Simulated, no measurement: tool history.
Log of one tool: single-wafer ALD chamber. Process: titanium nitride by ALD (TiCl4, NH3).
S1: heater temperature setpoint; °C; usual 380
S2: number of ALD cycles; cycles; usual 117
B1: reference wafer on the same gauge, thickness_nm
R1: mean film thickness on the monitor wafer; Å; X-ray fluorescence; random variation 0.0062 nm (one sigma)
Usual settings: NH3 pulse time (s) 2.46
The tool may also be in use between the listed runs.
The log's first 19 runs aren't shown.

{"run": 20, "hour": 347.8, "S1": 380, "S2": 117, "NH3 pulse time (s)": 2.46, "B1": 2.468, "R1": 24.82}
{"run": 21, "hour": 364.4, "S1": 385, "S2": 104, "NH3 pulse time (s)": 2.46, "B1": 2.469, "R1": 22.2}
{"run": 22, "hour": 378.2, "S1": 380, "S2": 117, "NH3 pulse time (s)": 3.17, "B1": 2.471, "R1": 25.17}
{"run": 23, "hour": 385.4, "S1": 391, "S2": 117, "NH3 pulse time (s)": 3.33, "B1": 2.47, "R1": 25.4}
{"run": 24, "hour": 397.3, "S1": 380, "S2": 99, "NH3 pulse time (s)": 2.46, "B1": 2.471, "R1": 21.03}
{"run": 25, "hour": 409.6, "S1": 386, "S2": 97, "NH3 pulse time (s)": 2.46, "B1": 2.474, "R1": 20.72}
{"run": 26, "hour": 423.1, "S1": 392, "S2": 117, "NH3 pulse time (s)": 2.46, "B1": 2.475, "R1": 25.25}
{"run": 27, "hour": 432.1, "S1": 372, "S2": 117, "NH3 pulse time (s)": 2.46, "B1": 2.476, "R1": 24.8}
{"run": 28, "hour": 446.7, "S1": 370, "S2": 117, "NH3 pulse time (s)": 2.2, "B1": 2.476, "R1": 24.37}
{"run": 29, "hour": 455.6, "S1": 370, "S2": 117, "NH3 pulse time (s)": 3.14, "B1": 2.477, "R1": 25.07}
{"run": 30, "hour": 472.5, "S1": 395, "S2": 124, "NH3 pulse time (s)": 1.57, "B1": 2.48, "R1": 26.36}
{"run": 31, "hour": 482.1, "S1": 380, "S2": 130, "NH3 pulse time (s)": 2.46, "B1": 2.479, "R1": 27.94}

Forecast each of these 3 alternatives for the next run:
{"run": "A", "hour": 482.8, "S1": 380, "S2": 117, "NH3 pulse time (s)": 2.46, "B1": "?", "R1": "?"}
{"run": "B", "hour": 482.8, "S1": 380, "S2": 97, "NH3 pulse time (s)": 1.56, "B1": "?", "R1": "?"}
{"run": "C", "hour": 482.8, "S1": 380, "S2": 129, "NH3 pulse time (s)": 2.74, "B1": "?", "R1": "?"}

run=A B1=2.482 R1=25.03
run=B B1=2.482 R1=20.23
run=C B1=2.482 R1=27.74
Without the tool's hidden state the same runs would have given:
run=A R1=24.82
run=B R1=20.06
run=C R1=27.51
